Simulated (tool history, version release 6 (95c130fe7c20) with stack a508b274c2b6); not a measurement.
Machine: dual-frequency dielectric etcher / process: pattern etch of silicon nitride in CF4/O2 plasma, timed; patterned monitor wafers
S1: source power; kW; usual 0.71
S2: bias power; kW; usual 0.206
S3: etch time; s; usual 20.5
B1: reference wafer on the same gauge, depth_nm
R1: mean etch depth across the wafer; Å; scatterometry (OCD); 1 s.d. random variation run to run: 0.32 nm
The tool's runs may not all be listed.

| run | hour | S1 | S2 | S3 | B1 | R1 |
|---|---|---|---|---|---|---|
| 1 | 0 | 0.71 | 0.206 | 20.5 | 50.6 | 578 |
| 2 | 61.6 | 0.71 | 0.206 | 20.5 | 50.6 | 585 |
| 3 | 87.3 | 0.71 | 0.206 | 20.5 | 50.6 | 591 |
| 4 | 158.8 | 0.71 | 0.206 | 20.5 | 50.7 | 593 |
|  | 187 | wet clean of the chamber |
| 5 | 205.5 | 0.57 | 0.206 | 20.5 | 50.7 | 507 |
| 6 | 236 | 0.57 | 0.206 | 20.5 | 50.6 | 504 |
| 7 | 278.8 | 0.57 | 0.206 | 20.5 | 50.6 | 507 |
| 8 | 315.2 | 0.71 | 0.206 | 20.5 | 50.6 | 567 |
| 9 | 345.3 | 0.71 | 0.206 | 20.5 | 50.6 | 564 |
| 10 | 372.8 | 0.71 | 0.206 | 20.5 | 50.6 | 573 |
|  | 440.5 | upper electrode replaced |
| 11 | 441 | 0.71 | 0.206 | 20.5 | 50.6 | 568 |
| 12 | 456.4 | 0.71 | 0.206 | 20.5 | 50.6 | 576 |
|  | 488.5 | gauge calibrated |
|  | 505.4 | bias power generator calibrated |
| 13 | 506.3 | 0.71 | 0.206 | 17.5 | 50.6 | 491 |
|  | 527.4 | source power generator calibrated |
|  | 656.3 | wet clean of the chamber |
| 14 | 715.8 | 0.71 | 0.234 | 25 | 50.6 | 731 |
| 15 | 763 | 0.57 | 0.206 | 20.5 | 50.7 | 509 |
| 16 | 796.9 | 0.71 | 0.245 | 20.5 | 50.6 | 623 |
| 17 | 865.5 | 0.71 | 0.161 | 20.5 | 50.6 | 483 |
| 18 | 919.8 | 0.79 | 0.192 | 20.5 | 50.7 | 570 |
| 19 | 948.7 | 0.71 | 0.206 | 20.5 | 50.6 | 568 |
| 20 | 985 | 0.85 | 0.206 | 22 | 50.6 | 679 |
| 21 | 1053.8 | 0.78 | 0.159 | 23.5 | 50.6 | 585 |
| 22 | 1112.4 | 0.71 | 0.174 | 20.5 | 50.6 | 521 |
|  | 1161.2 | wet clean of the chamber |
| 23 | 1161.7 | 0.71 | 0.223 | 24 | 50.5 | 698 |

3 ways to go on from here, each from the tool as it stands after run 23. What would each give?
| A | 1162.1 | 0.62 | 0.206 | 20.5 | ? | ? |
| B | 1162.1 | 0.84 | 0.206 | 20.5 | ? | ? |
| C | 1162.1 | 0.71 | 0.23 | 20.5 | ? | ? |

| run | B1 | R1 |
|---|---|---|
| A | 50.6 | 519 |
| B | 50.6 | 606 |
| C | 50.6 | 592 |
What these runs would have given with no unlogged condition in the tool:
| run | R1 |
|---|---|
| A | 516 |
| B | 603 |
| C | 589 |
